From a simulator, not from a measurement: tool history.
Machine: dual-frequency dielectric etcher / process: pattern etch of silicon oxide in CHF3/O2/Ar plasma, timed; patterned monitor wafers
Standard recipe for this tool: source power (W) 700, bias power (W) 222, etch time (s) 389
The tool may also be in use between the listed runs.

| run | day | source power (W) | bias power (W) | etch time (s) | read-back reference wafer on the same gauge, depth_nm | mean etch depth across the wafer (nm) |
|---|---|---|---|---|---|---|
| 1 | 0 | 700 | 261 | 326 | 738.7 | 733.3 |
| 2 | 0.504 | 830 | 222 | 450.5 | 738.8 | 1035.2 |
| 3 | 1.758 | 830 | 222 | 450.5 | 738.8 | 1031 |
|  | 2.892 | wet clean of the chamber |
| 4 | 2.912 | 700 | 222 | 389 | 738.8 | 803.3 |
| 5 | 3.525 | 700 | 222 | 389 | 738.8 | 803.4 |
| 6 | 4.167 | 700 | 222 | 389 | 738.6 | 803.5 |
| 7 | 5.6 | 700 | 222 | 389 | 738.8 | 797 |
| 8 | 6.6 | 700 | 251 | 389 | 738.5 | 829.1 |
|  | 6.992 | gauge calibrated |
| 9 | 8.088 | 700 | 251 | 389 | 738.7 | 826.7 |
| 10 | 8.775 | 810 | 222 | 302.5 | 738.7 | 657.1 |
| 11 | 10.196 | 610 | 222 | 493 | 738.8 | 947.7 |
|  | 10.5 | bias power generator calibrated |
| 12 | 10.817 | 830 | 222 | 389 | 738.9 | 851.2 |
| 13 | 11.512 | 550 | 222 | 389 | 738.7 | 712.1 |
|  | 12.829 | wet clean of the chamber, repeated, since the last time left the tool worse |
| 14 | 12.85 | 790 | 201 | 456 | 738.8 | 1026.1 |
| 15 | 13.504 | 850 | 222 | 341.5 | 739 | 811.2 |
| 16 | 14.146 | 800 | 273 | 317.5 | 739 | 781.4 |
|  | 15.554 | upper electrode replaced |
| 17 | 15.575 | 830 | 222 | 389 | 739.3 | 914 |
| 18 | 16.558 | 620 | 222 | 346.5 | 738.9 | 715.7 |
| 19 | 17.308 | 610 | 222 | 389 | 739.4 | 797.5 |
|  | 19.179 | source power generator calibrated |
| 20 | 20.108 | 870 | 272 | 504.5 | 738.8 | 1265.5 |
| 21 | 21.125 | 700 | 222 | 389 | 738.6 | 841.7 |
| 22 | 22.392 | 700 | 222 | 283 | 738.9 | 610.2 |
| 23 | 23.675 | 550 | 266 | 349.5 | 739.1 | 720.2 |
| 24 | 24.671 | 700 | 222 | 389 | 739.4 | 836 |
| 25 | 25.842 | 800 | 238 | 389 | 739.3 | 905.6 |
| 26 | 27.675 | 700 | 222 | 389 | 738.6 | 839.6 |
| 27 | 28.575 | 780 | 177 | 288 | 739.2 | 603.3 |
| 28 | 29.4 | 560 | 222 | 492 | 739.2 | 956.5 |
|  | 30.604 | wet clean of the chamber |
| 29 | 30.621 | 560 | 222 | 389 | 738.7 | 779 |

Consider 5 possible next runs. They are alternatives, not a sequence: every one starts from the tool as it was left by run 29. What does each give?
| A | 30.642 | 700 | 222 | 389 | ? | ? |
| B | 30.642 | 700 | 222 | 423.5 | ? | ? |
| C | 30.642 | 750 | 253 | 312.5 | ? | ? |
| D | 30.642 | 620 | 222 | 351 | ? | ? |
| E | 30.642 | 790 | 173 | 326 | ? | ? |

| run | read-back reference wafer on the same gauge, depth_nm | mean etch depth across the wafer (nm) |
|---|---|---|
| A | 739.4 | 853.3 |
| B | 739.4 | 928.9 |
| C | 739.4 | 733.5 |
| D | 739.4 | 731.2 |
| E | 739.4 | 702 |
What these runs would have given with no unlogged condition in the tool:
| run | mean etch depth across the wafer (nm) |
|---|---|
| A | 848.5 |
| B | 923.8 |
| C | 729.5 |
| D | 727.1 |
| E | 698.1 |

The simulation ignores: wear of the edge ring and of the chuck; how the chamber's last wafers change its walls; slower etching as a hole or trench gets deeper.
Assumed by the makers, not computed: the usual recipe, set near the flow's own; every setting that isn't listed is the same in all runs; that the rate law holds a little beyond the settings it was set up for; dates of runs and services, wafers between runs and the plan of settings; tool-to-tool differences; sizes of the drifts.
